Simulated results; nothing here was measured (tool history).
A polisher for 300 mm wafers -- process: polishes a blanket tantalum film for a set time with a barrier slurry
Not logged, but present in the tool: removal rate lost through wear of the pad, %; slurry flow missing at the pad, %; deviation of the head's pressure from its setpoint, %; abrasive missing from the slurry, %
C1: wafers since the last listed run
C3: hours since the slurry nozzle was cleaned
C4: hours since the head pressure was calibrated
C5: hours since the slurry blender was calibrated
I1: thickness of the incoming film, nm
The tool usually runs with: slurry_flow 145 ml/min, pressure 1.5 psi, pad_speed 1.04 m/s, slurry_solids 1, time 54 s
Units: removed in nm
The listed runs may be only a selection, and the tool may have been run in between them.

{"run": 1, "hour": 0.0, "slurry_flow": 145, "pressure": 1.5, "pad_speed": 1.04, "slurry_solids": 1, "time": 54, "C1": 0, "wafers polished on this pad": 2402, "C3": 317.7, "C4": 1015, "C5": 395.2, "I1": 452.8, "removed": 67.2}
{"hour": 11.3, "done": "slurry blender recalibrated"}
{"hour": 30.1, "done": "worn pad replaced by a new one"}
{"run": 2, "hour": 30.6, "slurry_flow": 145, "pressure": 1.5, "pad_speed": 1.04, "slurry_solids": 1, "time": 54, "C1": 320, "wafers polished on this pad": 6, "C3": 348.3, "C4": 1045.6, "C5": 19.3, "I1": 444.5, "removed": 75.3}
{"run": 3, "hour": 49.3, "slurry_flow": 145, "pressure": 1.8, "pad_speed": 1.04, "slurry_solids": 1, "time": 54, "C1": 243, "wafers polished on this pad": 250, "C3": 367, "C4": 1064.3, "C5": 38, "I1": 447.8, "removed": 83.8}
{"run": 4, "hour": 80.4, "slurry_flow": 145, "pressure": 1.8, "pad_speed": 1.04, "slurry_solids": 1, "time": 54, "C1": 405, "wafers polished on this pad": 655, "C3": 398.1, "C4": 1095.4, "C5": 69.1, "I1": 443.5, "removed": 83.2}
{"hour": 84.3, "done": "slurry nozzle cleaned"}
{"run": 5, "hour": 106.3, "slurry_flow": 145, "pressure": 1.8, "pad_speed": 1.04, "slurry_solids": 1, "time": 54, "C1": 324, "wafers polished on this pad": 979, "C3": 22, "C4": 1121.3, "C5": 95, "I1": 442, "removed": 89.4}
{"run": 6, "hour": 149.9, "slurry_flow": 145, "pressure": 1.5, "pad_speed": 1.04, "slurry_solids": 1, "time": 54, "C1": 568, "wafers polished on this pad": 1548, "C3": 65.6, "C4": 1164.9, "C5": 138.6, "I1": 453.6, "removed": 77.4}
{"run": 7, "hour": 167.4, "slurry_flow": 145, "pressure": 1.5, "pad_speed": 1.2, "slurry_solids": 1, "time": 54, "C1": 228, "wafers polished on this pad": 1776, "C3": 83.1, "C4": 1182.4, "C5": 156.1, "I1": 456.5, "removed": 87.4}
{"run": 8, "hour": 182.3, "slurry_flow": 145, "pressure": 1.5, "pad_speed": 1.04, "slurry_solids": 1, "time": 54, "C1": 194, "wafers polished on this pad": 1970, "C3": 98, "C4": 1197.3, "C5": 171, "I1": 451.9, "removed": 77.2}
{"run": 9, "hour": 215.1, "slurry_flow": 160, "pressure": 1.8, "pad_speed": 1.04, "slurry_solids": 1.3, "time": 54, "C1": 427, "wafers polished on this pad": 2398, "C3": 130.8, "C4": 1230.1, "C5": 203.8, "I1": 452.2, "removed": 90.6}
{"run": 10, "hour": 243.7, "slurry_flow": 145, "pressure": 1.5, "pad_speed": 1.04, "slurry_solids": 1, "time": 54, "C1": 372, "wafers polished on this pad": 2770, "C3": 159.4, "C4": 1258.7, "C5": 232.4, "I1": 446.9, "removed": 72.5}
{"run": 11, "hour": 270.5, "slurry_flow": 145, "pressure": 1.5, "pad_speed": 1.04, "slurry_solids": 1, "time": 44, "C1": 349, "wafers polished on this pad": 3120, "C3": 186.2, "C4": 1285.5, "C5": 259.2, "I1": 449.2, "removed": 59.9}
{"hour": 274.9, "done": "head pressure recalibrated"}
{"hour": 295.4, "done": "worn pad replaced by a new one"}
{"run": 12, "hour": 295.9, "slurry_flow": 145, "pressure": 2, "pad_speed": 1.04, "slurry_solids": 0.75, "time": 54, "C1": 252, "wafers polished on this pad": 5, "C3": 211.6, "C4": 21, "C5": 284.6, "I1": 443.4, "removed": 74.4}
{"run": 13, "hour": 309.9, "slurry_flow": 145, "pressure": 1.5, "pad_speed": 1.04, "slurry_solids": 1, "time": 54, "C1": 182, "wafers polished on this pad": 188, "C3": 225.6, "C4": 35, "C5": 298.6, "I1": 452.1, "removed": 71.3}
{"run": 14, "hour": 340.4, "slurry_flow": 145, "pressure": 1.6, "pad_speed": 1.04, "slurry_solids": 1.3, "time": 72, "C1": 397, "wafers polished on this pad": 585, "C3": 256.1, "C4": 65.5, "C5": 329.1, "I1": 447.2, "removed": 103}
{"run": 15, "hour": 353.4, "slurry_flow": 145, "pressure": 1.7, "pad_speed": 1.04, "slurry_solids": 1, "time": 63, "C1": 169, "wafers polished on this pad": 755, "C3": 269.1, "C4": 78.5, "C5": 342.1, "I1": 451.7, "removed": 86.9}
{"run": 16, "hour": 387.7, "slurry_flow": 145, "pressure": 2, "pad_speed": 1.38, "slurry_solids": 1, "time": 54, "C1": 447, "wafers polished on this pad": 1202, "C3": 303.4, "C4": 112.8, "C5": 376.4, "I1": 452.3, "removed": 108.8}
{"run": 17, "hour": 417.3, "slurry_flow": 145, "pressure": 1.5, "pad_speed": 1.24, "slurry_solids": 1, "time": 70, "C1": 385, "wafers polished on this pad": 1588, "C3": 333, "C4": 142.4, "C5": 406, "I1": 444.9, "removed": 104.8}
{"run": 18, "hour": 443.2, "slurry_flow": 170, "pressure": 1.1, "pad_speed": 1.2, "slurry_solids": 1, "time": 60, "C1": 337, "wafers polished on this pad": 1925, "C3": 358.9, "C4": 168.3, "C5": 431.9, "I1": 456.2, "removed": 73.4}
{"hour": 458.4, "done": "slurry blender recalibrated"}
{"run": 19, "hour": 466.7, "slurry_flow": 145, "pressure": 1.5, "pad_speed": 1.04, "slurry_solids": 1, "time": 54, "C1": 280, "wafers polished on this pad": 2206, "C3": 382.4, "C4": 191.8, "C5": 8.3, "I1": 447.5, "removed": 76.6}
{"hour": 476.9, "done": "slurry nozzle cleaned"}
{"run": 20, "hour": 489.4, "slurry_flow": 190, "pressure": 1.5, "pad_speed": 1.34, "slurry_solids": 0.75, "time": 41, "C1": 282, "wafers polished on this pad": 2488, "C3": 12.5, "C4": 214.5, "C5": 31, "I1": 445.8, "removed": 78.1}
{"run": 21, "hour": 510.9, "slurry_flow": 190, "pressure": 1.5, "pad_speed": 1.24, "slurry_solids": 1, "time": 41, "C1": 280, "wafers polished on this pad": 2769, "C3": 34, "C4": 236, "C5": 52.5, "I1": 445.4, "removed": 78.6}
{"run": 22, "hour": 538.4, "slurry_flow": 145, "pressure": 1.5, "pad_speed": 1.04, "slurry_solids": 0.9, "time": 54, "C1": 358, "wafers polished on this pad": 3127, "C3": 61.5, "C4": 263.5, "C5": 80, "I1": 454.4, "removed": 78.3}
{"hour": 549.3, "done": "worn pad replaced by a new one"}
{"run": 23, "hour": 574.4, "slurry_flow": 145, "pressure": 1.5, "pad_speed": 1.04, "slurry_solids": 1, "time": 54, "C1": 417, "wafers polished on this pad": 326, "C3": 97.5, "C4": 299.5, "C5": 116, "I1": 459.6, "removed": 78.5}
{"run": 24, "hour": 607.1, "slurry_flow": 145, "pressure": 1.1, "pad_speed": 1.04, "slurry_solids": 1, "time": 54, "C1": 426, "wafers polished on this pad": 752, "C3": 130.2, "C4": 332.2, "C5": 148.7, "I1": 445.6, "removed": 64.3}
{"run": 25, "hour": 641.9, "slurry_flow": 145, "pressure": 1.5, "pad_speed": 1.04, "slurry_solids": 1, "time": 54, "C1": 453, "wafers polished on this pad": 1206, "C3": 165, "C4": 367, "C5": 183.5, "I1": 456.5, "removed": 75.9}
{"run": 26, "hour": 660.7, "slurry_flow": 175, "pressure": 1.5, "pad_speed": 1.04, "slurry_solids": 1, "time": 41, "C1": 245, "wafers polished on this pad": 1451, "C3": 183.8, "C4": 385.8, "C5": 202.3, "I1": 454.7, "removed": 58.1}
{"run": 27, "hour": 674.9, "slurry_flow": 145, "pressure": 1.5, "pad_speed": 1.34, "slurry_solids": 1, "time": 54, "C1": 185, "wafers polished on this pad": 1636, "C3": 198, "C4": 400, "C5": 216.5, "I1": 457.9, "removed": 94.3}
{"run": 28, "hour": 687.3, "slurry_flow": 145, "pressure": 1.8, "pad_speed": 1.04, "slurry_solids": 1.25, "time": 54, "C1": 161, "wafers polished on this pad": 1798, "C3": 210.4, "C4": 412.4, "C5": 228.9, "I1": 453.3, "removed": 89.8}
{"run": 29, "hour": 701.6, "slurry_flow": 145, "pressure": 1.6, "pad_speed": 1.04, "slurry_solids": 1, "time": 54, "C1": 186, "wafers polished on this pad": 1984, "C3": 224.7, "C4": 426.7, "C5": 243.2, "I1": 449.6, "removed": 76.1}
{"run": 30, "hour": 716.0, "slurry_flow": 145, "pressure": 1.5, "pad_speed": 1.16, "slurry_solids": 1, "time": 54, "C1": 187, "wafers polished on this pad": 2172, "C3": 239.1, "C4": 441.1, "C5": 257.6, "I1": 444.9, "removed": 83}

What if the next run were any one of these 4? Each begins from the tool's condition after run 30:
{"run": "A", "hour": 716.4, "slurry_flow": 145, "pressure": 1.5, "pad_speed": 1.04, "slurry_solids": 1.1, "time": 54, "C1": 5, "wafers polished on this pad": 2177, "C3": 239.5, "C4": 441.5, "C5": 258, "I1": 456.7, "removed": "?"}
{"run": "B", "hour": 716.4, "slurry_flow": 145, "pressure": 1.5, "pad_speed": 0.92, "slurry_solids": 1.3, "time": 68, "C1": 5, "wafers polished on this pad": 2177, "C3": 239.5, "C4": 441.5, "C5": 258, "I1": 456.7, "removed": "?"}
{"run": "C", "hour": 716.4, "slurry_flow": 145, "pressure": 1.9, "pad_speed": 0.8, "slurry_solids": 1, "time": 37, "C1": 5, "wafers polished on this pad": 2177, "C3": 239.5, "C4": 441.5, "C5": 258, "I1": 456.7, "removed": "?"}
{"run": "D", "hour": 716.4, "slurry_flow": 145, "pressure": 1.5, "pad_speed": 1.04, "slurry_solids": 0.75, "time": 54, "C1": 5, "wafers polished on this pad": 2177, "C3": 239.5, "C4": 441.5, "C5": 258, "I1": 456.7, "removed": "?"}

run=A removed=74.3
run=B removed=87.2
run=C removed=44
run=D removed=64.4
Without the tool's unlogged condition, the same runs would have read:
run=A removed=85.6
run=B removed=99.5
run=C removed=50.9
run=D removed=75.8
